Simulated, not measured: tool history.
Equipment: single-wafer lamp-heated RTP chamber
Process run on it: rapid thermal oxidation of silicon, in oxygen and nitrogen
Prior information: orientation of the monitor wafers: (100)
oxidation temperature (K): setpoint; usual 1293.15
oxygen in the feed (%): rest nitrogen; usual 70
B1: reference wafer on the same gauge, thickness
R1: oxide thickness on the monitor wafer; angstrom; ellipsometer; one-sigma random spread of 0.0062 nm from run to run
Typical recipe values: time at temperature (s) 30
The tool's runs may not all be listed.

Run 1, day 0.000: usual settings; B1 4.330. Result: R1 41.89 angstrom.
Run 2, day 2.517: usual settings; B1 4.332. Result: R1 42.21 angstrom.
Run 3, day 5.554: usual settings; B1 4.331. Result: R1 42.29 angstrom.
Run 4, day 8.438: usual settings; B1 4.328. Result: R1 42.26 angstrom.
Run 5, day 10.654: usual settings; B1 4.331. Result: R1 42.44 angstrom.
Run 6, day 12.733: usual settings; B1 4.333. Result: R1 42.33 angstrom.
At day 13.296: pyrometer window cleaned and pyrometer calibrated.
Run 7, day 17.175: usual settings but oxidation temperature (K) 1279.15, time at temperature (s) 27; B1 4.329. Result: R1 36.85 angstrom.
Run 8, day 19.183: usual settings; B1 4.329. Result: R1 42.31 angstrom.
Run 9, day 22.883: usual settings; B1 4.330. Result: R1 42.40 angstrom.
At day 32.650: pyrometer window cleaned and pyrometer calibrated.
Run 10, day 33.808: usual settings; B1 4.330. Result: R1 42.07 angstrom.
At day 34.638: gauge calibrated.
Run 11, day 38.238: usual settings; B1 4.332. Result: R1 42.39 angstrom.
Run 12, day 42.712: usual settings; B1 4.331. Result: R1 42.61 angstrom.
Run 13, day 46.796: usual settings but time at temperature (s) 21; B1 4.332. Result: R1 36.94 angstrom.
At day 48.854: pyrometer window cleaned and pyrometer calibrated.
Run 14, day 48.875: usual settings but oxidation temperature (K) 1317.15, time at temperature (s) 44, oxygen in the feed (%) 47; B1 4.331. Result: R1 50.86 angstrom.
Run 15, day 51.804: usual settings but oxygen in the feed (%) 47; B1 4.330. Result: R1 37.42 angstrom.
Run 16, day 54.546: usual settings but oxidation temperature (K) 1281.15, time at temperature (s) 20, oxygen in the feed (%) 86; B1 4.329. Result: R1 35.52 angstrom.
Run 17, day 56.242: usual settings but oxidation temperature (K) 1282.15; B1 4.330. Result: R1 39.50 angstrom.
Run 18, day 59.125: usual settings but oxidation temperature (K) 1281.15, time at temperature (s) 20, oxygen in the feed (%) 86; B1 4.333. Result: R1 35.70 angstrom.
Run 19, day 61.392: usual settings but oxidation temperature (K) 1304.15, time at temperature (s) 17, oxygen in the feed (%) 62; B1 4.333. Result: R1 35.45 angstrom.
Run 20, day 64.225: usual settings but oxidation temperature (K) 1303.15, time at temperature (s) 39, oxygen in the feed (%) 84; B1 4.329. Result: R1 54.37 angstrom.
At day 64.862: pyrometer window cleaned and pyrometer calibrated.
At day 65.775: oxygen flow controller replaced.
Run 21, day 66.288: usual settings but oxidation temperature (K) 1283.15, time at temperature (s) 39, oxygen in the feed (%) 95; B1 4.331. Result: R1 48.42 angstrom.

The next listed run, before its measurement:
Run 22, day 69.271: usual settings but oxidation temperature (K) 1303.15, time at temperature (s) 38, oxygen in the feed (%) 42; B1 ?. Result: R1 ?.

{"run 22": {"B1": 4.328, "R1": 41.95}}
Without the tool's hidden state the same run would have given R1 41.36 angstrom.

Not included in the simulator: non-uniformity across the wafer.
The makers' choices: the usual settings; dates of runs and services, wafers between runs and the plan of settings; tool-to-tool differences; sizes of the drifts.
